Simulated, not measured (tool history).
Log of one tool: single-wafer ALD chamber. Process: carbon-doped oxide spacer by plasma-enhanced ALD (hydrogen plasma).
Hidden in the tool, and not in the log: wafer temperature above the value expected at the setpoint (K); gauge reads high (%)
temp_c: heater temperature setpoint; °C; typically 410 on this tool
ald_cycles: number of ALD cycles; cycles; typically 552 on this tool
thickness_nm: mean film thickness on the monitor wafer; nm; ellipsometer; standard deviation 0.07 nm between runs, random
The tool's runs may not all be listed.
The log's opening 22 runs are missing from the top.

run   hour  temp_c  ald_cycles  wafers since the last listed run  hours since the last thermocouple change  hours since the gauge calibration  read-back reference wafer on the same gauge, thickness_nm  thickness_nm
 23  615.6     410         552                                22                                      54.1                              216.6                                                     25.301        27.251
 24  627.6     399         470                                 9                                      66.1                              228.6                                                     25.292        24.065
 25  647.4     420         631                                15                                      85.9                              248.4                                                     25.294        30.274
 26  664.9     404         455                                13                                     103.4                              265.9                                                     25.289        22.973
 27  680.4     414         628                                12                                     118.9                              281.4                                                     25.311        30.679
 28  709.9     410         552                                23                                     148.4                              310.9                                                     25.306        27.291
 29  735.5     403         452                                20                                       174                              336.5                                                     25.314        22.909
 30  752.5     410         599                                13                                       191                              353.5                                                       25.3        29.745

Alternative continuations, all from the tool just after run 30; predict every row:
  A  753.7     410         552                                 0                                     192.2                              354.7                                                          ?             ?
  B  753.7     422         450                                 0                                     192.2                              354.7                                                          ?             ?
  C  753.7     422         468                                 0                                     192.2                              354.7                                                          ?             ?
  D  753.7     399         512                                 0                                     192.2                              354.7                                                          ?             ?

run  read-back reference wafer on the same gauge, thickness_nm  thickness_nm
  A                                                     25.304        27.433
  B                                                     25.304         21.47
  C                                                     25.304        22.329
  D                                                     25.304        26.284
Take away the tool's hidden state, keep each run's random variation, and the runs would have read:
run  thickness_nm
  A        27.487
  B        21.514
  C        22.375
  D        26.284
